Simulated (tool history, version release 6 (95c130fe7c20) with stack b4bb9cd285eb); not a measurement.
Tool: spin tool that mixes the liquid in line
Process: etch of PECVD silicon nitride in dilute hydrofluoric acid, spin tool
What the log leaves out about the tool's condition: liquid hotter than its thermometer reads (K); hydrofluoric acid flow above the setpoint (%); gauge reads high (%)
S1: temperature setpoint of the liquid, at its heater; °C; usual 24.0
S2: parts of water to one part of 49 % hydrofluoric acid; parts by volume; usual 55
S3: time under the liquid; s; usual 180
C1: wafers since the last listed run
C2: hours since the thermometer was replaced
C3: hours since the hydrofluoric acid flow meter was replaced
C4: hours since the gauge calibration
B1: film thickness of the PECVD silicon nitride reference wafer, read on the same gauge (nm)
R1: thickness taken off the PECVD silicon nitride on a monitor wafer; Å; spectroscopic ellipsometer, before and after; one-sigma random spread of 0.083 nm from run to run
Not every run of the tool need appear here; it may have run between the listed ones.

run 1 hour=0.0 | S1=27.5 S2=55 S3=180 | C1=0 C2=2030.6 C3=580.4 C4=2149.2 | B1=120.01 | R1=112.4
run 2 hour=80.3 | S1=24.0 S2=55 S3=180 | C1=428 C2=2110.9 C3=660.7 C4=2229.5 | B1=120.01 | R1=89.8
run 3 hour=151.6 | S1=24.0 S2=55 S3=180 | C1=380 C2=2182.2 C3=732.0 C4=2300.8 | B1=120.00 | R1=90.4
run 4 hour=188.9 | S1=24.0 S2=55 S3=180 | C1=199 C2=2219.5 C3=769.3 C4=2338.1 | B1=119.99 | R1=88.3
run 5 hour=240.0 | S1=22.0 S2=55 S3=180 | C1=272 C2=2270.6 C3=820.4 C4=2389.2 | B1=120.00 | R1=79.7
run 6 hour=279.7 | S1=22.0 S2=55 S3=180 | C1=212 C2=2310.3 C3=860.1 C4=2428.9 | B1=120.01 | R1=79.7
run 7 hour=357.5 | S1=22.0 S2=55 S3=180 | C1=415 C2=2388.1 C3=937.9 C4=2506.7 | B1=120.01 | R1=78.9
run 8 hour=458.5 | S1=24.0 S2=55 S3=180 | C1=539 C2=2489.1 C3=1038.9 C4=2607.7 | B1=120.00 | R1=93.1
run 9 hour=550.4 | S1=24.0 S2=85 S3=120 | C1=490 C2=2581.0 C3=1130.8 C4=2699.6 | B1=120.00 | R1=40.2
run 10 hour=640.2 | S1=22.0 S2=30 S3=85 | C1=479 C2=2670.8 C3=1220.6 C4=2789.4 | B1=120.01 | R1=68.3
run 11 hour=719.3 | S1=24.0 S2=85 S3=210 | C1=422 C2=2749.9 C3=1299.7 C4=2868.5 | B1=120.00 | R1=69.6
run 12 hour=802.3 | S1=22.5 S2=85 S3=275 | C1=443 C2=2832.9 C3=1382.7 C4=2951.5 | B1=120.01 | R1=84.3
-- hour=862.4 thermometer replaced
run 13 hour=898.8 | S1=24.0 S2=55 S3=180 | C1=510 C2=36.4 C3=1479.2 C4=3048.0 | B1=120.00 | R1=93.3
-- hour=910.2 hydrofluoric acid flow meter replaced
run 14 hour=971.5 | S1=24.0 S2=70 S3=105 | C1=383 C2=109.1 C3=61.3 C4=3120.7 | B1=120.01 | R1=40.6
-- hour=973.9 gauge calibrated
run 15 hour=1023.0 | S1=24.0 S2=55 S3=180 | C1=275 C2=160.6 C3=112.8 C4=49.1 | B1=120.01 | R1=88.2
run 16 hour=1073.2 | S1=21.0 S2=75 S3=280 | C1=268 C2=210.8 C3=163.0 C4=99.3 | B1=119.98 | R1=83.2
run 17 hour=1127.2 | S1=24.0 S2=55 S3=80 | C1=288 C2=264.8 C3=217.0 C4=153.3 | B1=120.01 | R1=38.9
run 18 hour=1226.0 | S1=27.5 S2=80 S3=230 | C1=527 C2=363.6 C3=315.8 C4=252.1 | B1=120.00 | R1=97.3
run 19 hour=1294.7 | S1=27.0 S2=30 S3=220 | C1=366 C2=432.3 C3=384.5 C4=320.8 | B1=120.01 | R1=236.9
run 20 hour=1388.8 | S1=27.5 S2=65 S3=245 | C1=502 C2=526.4 C3=478.6 C4=414.9 | B1=120.01 | R1=129.3
run 21 hour=1467.1 | S1=24.0 S2=70 S3=180 | C1=418 C2=604.7 C3=556.9 C4=493.2 | B1=120.01 | R1=69.3
run 22 hour=1521.7 | S1=25.5 S2=55 S3=260 | C1=291 C2=659.3 C3=611.5 C4=547.8 | B1=119.98 | R1=142.7
run 23 hour=1625.7 | S1=24.0 S2=70 S3=225 | C1=555 C2=763.3 C3=715.5 C4=651.8 | B1=120.01 | R1=88.5
run 24 hour=1795.9 | S1=24.0 S2=55 S3=180 | C1=909 C2=933.5 C3=885.7 C4=822.0 | B1=119.99 | R1=89.8
run 25 hour=1835.3 | S1=24.0 S2=70 S3=260 | C1=210 C2=972.9 C3=925.1 C4=861.4 | B1=120.00 | R1=104.1
run 26 hour=1889.2 | S1=28.5 S2=35 S3=180 | C1=287 C2=1026.8 C3=979.0 C4=915.3 | B1=120.00 | R1=191.1
run 27 hour=1950.8 | S1=24.0 S2=55 S3=180 | C1=329 C2=1088.4 C3=1040.6 C4=976.9 | B1=120.01 | R1=92.3
run 28 hour=2054.3 | S1=27.0 S2=75 S3=180 | C1=552 C2=1191.9 C3=1144.1 C4=1080.4 | B1=119.99 | R1=84.0
run 29 hour=2111.2 | S1=24.0 S2=55 S3=130 | C1=303 C2=1248.8 C3=1201.0 C4=1137.3 | B1=119.99 | R1=66.8
run 30 hour=2153.3 | S1=20.0 S2=75 S3=280 | C1=224 C2=1290.9 C3=1243.1 C4=1179.4 | B1=119.99 | R1=80.5
run 31 hour=2198.0 | S1=22.5 S2=30 S3=75 | C1=238 C2=1335.6 C3=1287.8 C4=1224.1 | B1=119.98 | R1=62.4
run 32 hour=2291.0 | S1=20.5 S2=55 S3=95 | C1=496 C2=1428.6 C3=1380.8 C4=1317.1 | B1=120.00 | R1=38.4
run 33 hour=2362.4 | S1=24.0 S2=55 S3=180 | C1=381 C2=1500.0 C3=1452.2 C4=1388.5 | B1=120.01 | R1=91.7

3 ways to go on from here, each from the tool as it stands after run 33. What would each give?
run A hour=2362.9 | S1=24.0 S2=55 S3=225 | C1=2 C2=1500.5 C3=1452.7 C4=1389.0 | B1=? | R1=?
run B hour=2362.9 | S1=28.5 S2=30 S3=130 | C1=2 C2=1500.5 C3=1452.7 C4=1389.0 | B1=? | R1=?
run C hour=2362.9 | S1=24.0 S2=55 S3=215 | C1=2 C2=1500.5 C3=1452.7 C4=1389.0 | B1=? | R1=?

run=A B1=120.00 R1=117.2
run=B B1=120.00 R1=165.2
run=C B1=120.00 R1=112.0
Take away the tool's hidden state, keep each run's random variation, and the runs would have read:
run=A R1=109.4
run=B R1=154.3
run=C R1=104.5

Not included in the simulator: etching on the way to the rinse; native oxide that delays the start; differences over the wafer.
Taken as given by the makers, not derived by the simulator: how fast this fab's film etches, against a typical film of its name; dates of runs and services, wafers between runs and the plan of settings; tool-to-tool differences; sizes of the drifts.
